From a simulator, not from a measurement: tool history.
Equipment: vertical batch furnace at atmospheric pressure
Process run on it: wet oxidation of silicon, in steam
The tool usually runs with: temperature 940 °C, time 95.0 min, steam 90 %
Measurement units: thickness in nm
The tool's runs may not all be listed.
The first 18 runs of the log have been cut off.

run	hour	temperature	time	steam	read-back reference wafer on the same gauge, thickness	thickness
19	831.5	927	139.5	94	342.87	444.54
20	878.9	920	95.0	86	342.35	296.77
# hour 929.2: thermocouples replaced and temperature profile calibrated
21	929.7	940	95.0	90	342.64	365.44
22	975.7	940	60.0	95	342.70	278.88
23	1046.2	940	95.0	90	342.68	369.95
24	1116.2	960	95.0	95	343.82	445.63
# hour 1146.8: thermocouples replaced and temperature profile calibrated, repeated, since the last time left the tool worse
25	1178.1	940	95.0	90	343.01	349.04
# hour 1268.8: steam generator serviced
26	1269.3	916	125.5	97	343.69	371.19
27	1310.1	948	112.5	90	343.24	424.45
28	1365.2	948	112.5	90	343.36	421.81
29	1427.1	920	95.0	90	342.60	298.78
30	1497.2	926	122.5	90	342.84	381.09
31	1551.9	940	134.0	90	342.69	447.63
32	1650.0	940	95.0	85	342.42	339.36
33	1720.1	953	95.0	90	343.34	394.21

5 options for the next run, each taken on its own from the tool as it stands now. Forecast them:
A	1725.1	940	95.0	90	?	?
B	1725.1	922	95.0	83	?	?
C	1725.1	927	95.0	90	?	?
D	1725.1	961	95.0	94	?	?
E	1725.1	930	140.5	79	?	?

run	read-back reference wafer on the same gauge, thickness	thickness
A	342.55	354.22
B	342.55	287.72
C	342.55	318.27
D	342.55	430.99
E	342.55	392.78
With no hidden state in the tool, these same runs would have given:
run	thickness
A	351.42
B	285.27
C	315.66
D	427.82
E	389.69
